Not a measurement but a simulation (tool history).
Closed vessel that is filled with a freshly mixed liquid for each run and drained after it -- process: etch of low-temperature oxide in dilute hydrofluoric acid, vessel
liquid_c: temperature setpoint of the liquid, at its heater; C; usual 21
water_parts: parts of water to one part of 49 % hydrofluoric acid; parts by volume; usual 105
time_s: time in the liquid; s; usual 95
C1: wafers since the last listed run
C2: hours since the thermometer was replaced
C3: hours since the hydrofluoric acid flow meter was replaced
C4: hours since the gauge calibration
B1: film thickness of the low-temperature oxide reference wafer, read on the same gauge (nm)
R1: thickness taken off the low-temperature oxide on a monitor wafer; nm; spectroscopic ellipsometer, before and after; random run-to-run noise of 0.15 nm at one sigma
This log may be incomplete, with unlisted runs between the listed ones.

{"run": 1, "day": 0.0, "liquid_c": 21, "water_parts": 105, "time_s": 95, "C1": 0, "C2": 31.1, "C3": 582.7, "C4": 1716.1, "B1": 120, "R1": 23.33}
{"run": 2, "day": 2.571, "liquid_c": 21, "water_parts": 105, "time_s": 95, "C1": 6094, "C2": 92.8, "C3": 644.4, "C4": 1777.8, "B1": 120, "R1": 23.46}
{"run": 3, "day": 5.571, "liquid_c": 21, "water_parts": 105, "time_s": 95, "C1": 7112, "C2": 164.8, "C3": 716.4, "C4": 1849.8, "B1": 119.99, "R1": 23.37}
{"run": 4, "day": 9.975, "liquid_c": 21, "water_parts": 105, "time_s": 95, "C1": 10440, "C2": 270.5, "C3": 822.1, "C4": 1955.5, "B1": 119.99, "R1": 23.63}
{"run": 5, "day": 13.767, "liquid_c": 19, "water_parts": 105, "time_s": 95, "C1": 8988, "C2": 361.5, "C3": 913.1, "C4": 2046.5, "B1": 119.99, "R1": 21.9}
{"run": 6, "day": 16.833, "liquid_c": 19, "water_parts": 105, "time_s": 95, "C1": 7270, "C2": 435.1, "C3": 986.7, "C4": 2120.1, "B1": 119.99, "R1": 21.79}
{"run": 7, "day": 20.812, "liquid_c": 19, "water_parts": 105, "time_s": 95, "C1": 9433, "C2": 530.6, "C3": 1082.2, "C4": 2215.6, "B1": 120.01, "R1": 22.14}
{"run": 8, "day": 24.367, "liquid_c": 21, "water_parts": 80, "time_s": 95, "C1": 8425, "C2": 615.9, "C3": 1167.5, "C4": 2300.9, "B1": 120.01, "R1": 32.31}
{"run": 9, "day": 27.95, "liquid_c": 21, "water_parts": 80, "time_s": 95, "C1": 8494, "C2": 701.9, "C3": 1253.5, "C4": 2386.9, "B1": 120, "R1": 32.29}
{"day": 28.396, "done": "thermometer replaced"}
{"day": 28.717, "done": "gauge calibrated"}
{"run": 10, "day": 30.733, "liquid_c": 21, "water_parts": 80, "time_s": 95, "C1": 6499, "C2": 56.1, "C3": 1320.3, "C4": 48.4, "B1": 120.02, "R1": 32.67}
{"run": 11, "day": 34.179, "liquid_c": 21, "water_parts": 105, "time_s": 140, "C1": 8168, "C2": 138.8, "C3": 1403, "C4": 131.1, "B1": 119.99, "R1": 35.5}
{"run": 12, "day": 36.283, "liquid_c": 21, "water_parts": 105, "time_s": 140, "C1": 4988, "C2": 189.3, "C3": 1453.5, "C4": 181.6, "B1": 120, "R1": 35.81}
{"run": 13, "day": 40.417, "liquid_c": 21, "water_parts": 105, "time_s": 95, "C1": 9798, "C2": 288.5, "C3": 1552.7, "C4": 280.8, "B1": 120.03, "R1": 24.19}
{"run": 14, "day": 43.708, "liquid_c": 26, "water_parts": 80, "time_s": 95, "C1": 7803, "C2": 367.5, "C3": 1631.7, "C4": 359.8, "B1": 120, "R1": 39.93}
{"run": 15, "day": 45.438, "liquid_c": 21, "water_parts": 70, "time_s": 70, "C1": 4099, "C2": 409, "C3": 1673.2, "C4": 401.3, "B1": 119.99, "R1": 28.09}
{"run": 16, "day": 49.262, "liquid_c": 17, "water_parts": 70, "time_s": 70, "C1": 9067, "C2": 500.8, "C3": 1765, "C4": 493.1, "B1": 120.01, "R1": 23.54}
{"run": 17, "day": 52.888, "liquid_c": 21, "water_parts": 105, "time_s": 75, "C1": 8593, "C2": 587.8, "C3": 1852, "C4": 580.1, "B1": 119.99, "R1": 19.49}
{"day": 53.396, "done": "thermometer replaced"}
{"run": 18, "day": 55.142, "liquid_c": 21, "water_parts": 105, "time_s": 55, "C1": 5245, "C2": 41.9, "C3": 1906.1, "C4": 634.2, "B1": 120, "R1": 14.37}
{"day": 56.142, "done": "hydrofluoric acid flow meter replaced"}
{"run": 19, "day": 57.529, "liquid_c": 18, "water_parts": 105, "time_s": 95, "C1": 5561, "C2": 99.2, "C3": 33.3, "C4": 691.5, "B1": 120.01, "R1": 20.43}
{"run": 20, "day": 61.067, "liquid_c": 18, "water_parts": 105, "time_s": 55, "C1": 8386, "C2": 184.1, "C3": 118.2, "C4": 776.4, "B1": 120, "R1": 11.74}
{"run": 21, "day": 63.971, "liquid_c": 23, "water_parts": 65, "time_s": 55, "C1": 6884, "C2": 253.8, "C3": 187.9, "C4": 846.1, "B1": 120, "R1": 24.35}
{"run": 22, "day": 67.25, "liquid_c": 17, "water_parts": 75, "time_s": 135, "C1": 7773, "C2": 332.5, "C3": 266.6, "C4": 924.8, "B1": 120, "R1": 40.03}
{"run": 23, "day": 69.096, "liquid_c": 21, "water_parts": 105, "time_s": 95, "C1": 4375, "C2": 376.8, "C3": 310.9, "C4": 969.1, "B1": 119.99, "R1": 22.92}
{"run": 24, "day": 79.862, "liquid_c": 17, "water_parts": 105, "time_s": 50, "C1": 25524, "C2": 635.2, "C3": 569.3, "C4": 1227.5, "B1": 120, "R1": 10.46}
{"day": 80.754, "done": "thermometer replaced"}
{"run": 25, "day": 84.321, "liquid_c": 21, "water_parts": 105, "time_s": 95, "C1": 10470, "C2": 85.6, "C3": 676.3, "C4": 1334.5, "B1": 119.99, "R1": 23.33}
{"run": 26, "day": 88.729, "liquid_c": 21, "water_parts": 105, "time_s": 95, "C1": 10450, "C2": 191.4, "C3": 782.1, "C4": 1440.3, "B1": 120, "R1": 23.54}
{"run": 27, "day": 91.154, "liquid_c": 24.5, "water_parts": 85, "time_s": 140, "C1": 5748, "C2": 249.6, "C3": 840.3, "C4": 1498.5, "B1": 120.01, "R1": 50.33}
{"run": 28, "day": 93.642, "liquid_c": 21, "water_parts": 105, "time_s": 95, "C1": 5897, "C2": 309.3, "C3": 900, "C4": 1558.2, "B1": 120, "R1": 23.79}
{"run": 29, "day": 95.5, "liquid_c": 19, "water_parts": 150, "time_s": 130, "C1": 4405, "C2": 353.9, "C3": 944.6, "C4": 1602.8, "B1": 120, "R1": 20.02}
{"run": 30, "day": 97.525, "liquid_c": 21, "water_parts": 105, "time_s": 95, "C1": 4800, "C2": 402.5, "C3": 993.2, "C4": 1651.4, "B1": 120.01, "R1": 23.65}
{"run": 31, "day": 100.225, "liquid_c": 23.5, "water_parts": 85, "time_s": 125, "C1": 6400, "C2": 467.3, "C3": 1058, "C4": 1716.2, "B1": 120.01, "R1": 44.29}

Across each entry between runs, compare the hidden state at the last listed run before it with the hidden state at the first listed run after it:
Between runs 9 and 10: thermometer replaced (day 28.396); gauge calibrated (day 28.717)
  hydrofluoric acid flow above the setpoint (%): 5.1 -> 5.37
  measured less the result without the state, R1: +1.71 -> +1.81 nm
Between runs 17 and 18: thermometer replaced (day 53.396)
  hydrofluoric acid flow above the setpoint (%): 7.5 -> 7.71
  measured less the result without the state, R1: +1.51 -> +1.15 nm
Between runs 18 and 19: hydrofluoric acid flow meter replaced (day 56.142)
  hydrofluoric acid flow above the setpoint (%): 7.71 -> 0.375
  measured less the result without the state, R1: +1.15 -> +0.08 nm
Between runs 24 and 25: thermometer replaced (day 80.754)
  hydrofluoric acid flow above the setpoint (%): 2.52 -> 2.95
  measured less the result without the state, R1: +0.28 -> +0.75 nm
